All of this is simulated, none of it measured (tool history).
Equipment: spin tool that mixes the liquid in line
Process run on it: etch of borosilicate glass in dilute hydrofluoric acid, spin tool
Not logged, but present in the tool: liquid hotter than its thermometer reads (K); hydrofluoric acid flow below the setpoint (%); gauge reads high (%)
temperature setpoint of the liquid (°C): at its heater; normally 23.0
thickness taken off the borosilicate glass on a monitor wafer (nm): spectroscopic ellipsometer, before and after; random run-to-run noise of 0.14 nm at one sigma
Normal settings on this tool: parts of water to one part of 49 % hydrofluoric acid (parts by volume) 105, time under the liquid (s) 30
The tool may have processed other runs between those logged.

run     day  temperature setpoint of the liquid (°C)  parts of water to one part of 49 % hydrofluoric acid (parts by volume)  time under the liquid (s)  wafers since the last listed run  hours since the thermometer was replaced  hours since the hydrofluoric acid flow meter was replaced  hours since the gauge calibration  read-back film thickness of the borosilicate glass reference wafer, read on the same gauge (nm)  thickness taken off the borosilicate glass on a monitor wafer (nm)
  1   0.000                                     23.0                                                                     125                         35                                 0                                     530.7                                                     1421.8                              675.7                                                                                           109.99                                                               15.54
  2   1.571                                     23.0                                                                     125                         35                               643                                     568.4                                                     1459.5                              713.4                                                                                           110.00                                                               15.61
  3   2.629                                     23.0                                                                     125                         35                               433                                     593.8                                                     1484.9                              738.8                                                                                           109.98                                                               15.27
  4   4.521                                     23.0                                                                     105                         30                               775                                     639.2                                                     1530.3                              784.2                                                                                           110.00                                                               16.11
      5.596  -- gauge calibrated
  5   6.204                                     23.0                                                                     105                         30                               689                                     679.6                                                     1570.7                               14.6                                                                                           110.00                                                               16.27
  6   8.792                                     23.0                                                                     105                         30                              1060                                     741.7                                                     1632.8                               76.7                                                                                           109.99                                                               16.41
  7  10.233                                     23.0                                                                     105                         30                               590                                     776.3                                                     1667.4                              111.3                                                                                           109.99                                                               16.35
  8  12.633                                     23.0                                                                     105                         30                               983                                     833.9                                                     1725.0                              168.9                                                                                           110.05                                                               16.38
  9  15.129                                     23.0                                                                     105                         30                              1022                                     893.8                                                     1784.9                              228.8                                                                                           110.01                                                               16.35
     16.950  -- thermometer replaced
 10  18.062                                     23.0                                                                     105                         25                              1185                                      26.7                                                     1855.3                              299.2                                                                                           110.00                                                               14.28
 11  23.217                                     23.0                                                                     105                         25                              2112                                     150.4                                                     1979.0                              422.9                                                                                           110.01                                                               14.62
 12  24.729                                     23.0                                                                     105                         25                               619                                     186.7                                                     2015.3                              459.2                                                                                           110.03                                                               14.84
 13  25.758                                     23.0                                                                     105                         20                               421                                     211.4                                                     2040.0                              483.9                                                                                           109.98                                                               11.73
 14  27.325                                     23.0                                                                     125                         35                               642                                     249.0                                                     2077.6                              521.5                                                                                           109.97                                                               16.59
     28.317  -- thermometer replaced, repeated, since the last time left the tool worse
 15  30.092                                     23.0                                                                     105                         25                              1116                                      42.6                                                     2144.0                              587.9                                                                                           109.97                                                               12.84
 16  32.808                                     24.5                                                                     130                         20                              1113                                     107.8                                                     2209.2                              653.1                                                                                           110.00                                                                8.56
 17  34.962                                     18.0                                                                      75                         45                               882                                     159.5                                                     2260.9                              704.8                                                                                           110.01                                                               27.53
 18  36.925                                     23.0                                                                     105                         30                               804                                     206.6                                                     2308.0                              751.9                                                                                           110.01                                                               15.72
 19  39.000                                     23.0                                                                     105                         15                               850                                     256.4                                                     2357.8                              801.7                                                                                           109.98                                                                7.89
     41.067  -- gauge calibrated
     41.538  -- hydrofluoric acid flow meter replaced
 20  41.704                                     25.0                                                                     130                         20                              1091                                     321.3                                                        4.0                               15.3                                                                                           110.01                                                                9.06
 21  43.225                                     23.0                                                                     145                         40                               623                                     357.8                                                       40.5                               51.8                                                                                           109.99                                                               14.51
 22  45.154                                     23.0                                                                     105                         30                               790                                     404.1                                                       86.8                               98.1                                                                                           110.01                                                               16.15
 23  46.817                                     23.0                                                                     150                         25                               681                                     444.0                                                      126.7                              138.0                                                                                           109.98                                                                8.75
 24  49.433                                     26.5                                                                     140                         20                              1072                                     506.8                                                      189.5                              200.8                                                                                           110.01                                                                8.75
 25  54.342                                     20.0                                                                      75                         30                              2011                                     624.6                                                      307.3                              318.6                                                                                           109.95                                                               20.65

Below are 4 alternative next runs, each starting from the tool's condition after run 25. Predict each:
  A  54.358                                     23.0                                                                     105                         30                                 6                                     625.0                                                      307.7                              319.0                                                                                                ?                                                                   ?
  B  54.358                                     19.0                                                                     140                         45                                 6                                     625.0                                                      307.7                              319.0                                                                                                ?                                                                   ?
  C  54.358                                     26.5                                                                     105                         30                                 6                                     625.0                                                      307.7                              319.0                                                                                                ?                                                                   ?
  D  54.358                                     27.5                                                                     105                         30                                 6                                     625.0                                                      307.7                              319.0                                                                                                ?                                                                   ?

run  read-back film thickness of the borosilicate glass reference wafer, read on the same gauge (nm)  thickness taken off the borosilicate glass on a monitor wafer (nm)
  A                                                                                           109.94                                                               16.13
  B                                                                                           109.94                                                               14.88
  C                                                                                           109.94                                                               18.48
  D                                                                                           109.94                                                               19.19
Without the tool's unlogged condition, the same runs would have read:
run  thickness taken off the borosilicate glass on a monitor wafer (nm)
  A                                                               15.39
  B                                                               14.19
  C                                                               17.65
  D                                                               18.35
